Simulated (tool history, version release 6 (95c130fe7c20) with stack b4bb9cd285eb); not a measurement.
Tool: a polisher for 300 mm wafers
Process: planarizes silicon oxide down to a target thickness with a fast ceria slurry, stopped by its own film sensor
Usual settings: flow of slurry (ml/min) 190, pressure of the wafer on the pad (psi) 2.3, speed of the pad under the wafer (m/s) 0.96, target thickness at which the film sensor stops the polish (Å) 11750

run	hour	flow of slurry (ml/min)	pressure of the wafer on the pad (psi)	speed of the pad under the wafer (m/s)	target thickness at which the film sensor stops the polish (Å)	wafers since the last listed run	wafers polished on this pad	hours since the slurry nozzle was cleaned	hours since the head pressure was calibrated	incoming thickness of the incoming film, nm	time until the film sensor stopped the polish (s)
1	0	190	1.7	0.96	11750	0	888	172.6	1020.2	2172	137.3
2	17.3	190	2.3	0.96	11750	167	1056	189.9	1037.5	2157.5	101.7
# hour 19.8: slurry nozzle cleaned
3	33.1	190	2.3	0.96	11750	142	1198	13.3	1053.3	2150.8	96
4	47.9	190	2.3	0.96	11750	142	1341	28.1	1068.1	2208.6	99.2
5	57.8	190	2.3	0.96	11750	95	1437	38	1078	2155.3	97.4
# hour 65.8: worn pad replaced by a new one
6	74.7	190	2.3	0.96	11750	124	85	54.9	1094.9	2167.5	96.8
7	90.8	190	2.3	0.96	11750	155	241	71	1111	2193	102.8
8	103.3	190	2.3	0.74	11750	120	362	83.5	1123.5	2146.7	120
9	115.3	190	2.3	0.74	11750	115	477	95.5	1135.5	2185.8	121.8
10	133.1	190	2.3	0.74	11750	171	649	113.3	1153.3	2178.3	123.9
11	143.3	190	2.3	0.96	11750	98	748	123.5	1163.5	2133.8	100.1
12	152.2	190	2.3	0.96	11750	85	834	132.4	1172.4	2129.2	99.3
13	160.8	190	2.3	0.96	11750	83	917	141	1181	2154.2	101.5
14	168.6	190	2.7	0.96	11750	75	992	148.8	1188.8	2181.8	88.6
# hour 174.2: head pressure recalibrated
15	183.2	190	1.9	0.96	11750	121	1114	163.4	9	2164.3	122.6
# hour 191.3: worn pad replaced by a new one, of another model than before
16	192.8	190	2.3	0.96	13640	54	14	173	18.6	2142.6	79.3
17	205.2	205	2.3	0.96	11750	119	134	185.4	31	2171	101
18	211.7	230	2.6	0.82	11750	62	196	191.9	37.5	2209.1	109.9
19	227.9	140	3	0.96	12740	156	353	208.1	53.7	2169.1	80.7
# hour 231.4: slurry nozzle cleaned
20	241.2	190	2.3	0.96	11750	118	472	9.8	67	2184.4	96.7
21	247.7	230	1.7	0.84	14060	62	534	16.3	73.5	2174.1	99.5
22	269.9	190	2.3	0.96	11750	214	749	38.5	95.7	2167.6	95.1
23	286	220	1.6	1.22	11750	155	904	54.6	111.8	2184.3	96.5
24	296.5	160	1.9	1.14	14570	101	1006	65.1	122.3	2163.5	65.8

The next listed run, before its measurement:
25	313	140	2.7	0.62	12980	159	1165	81.6	138.8	2164.6	?

{"run 25": {"time until the film sensor stopped the polish (s)": 121.3}}
With the hidden condition absent and the run-to-run variation left alone, this run would have shown time until the film sensor stopped the polish (s) 118.8.
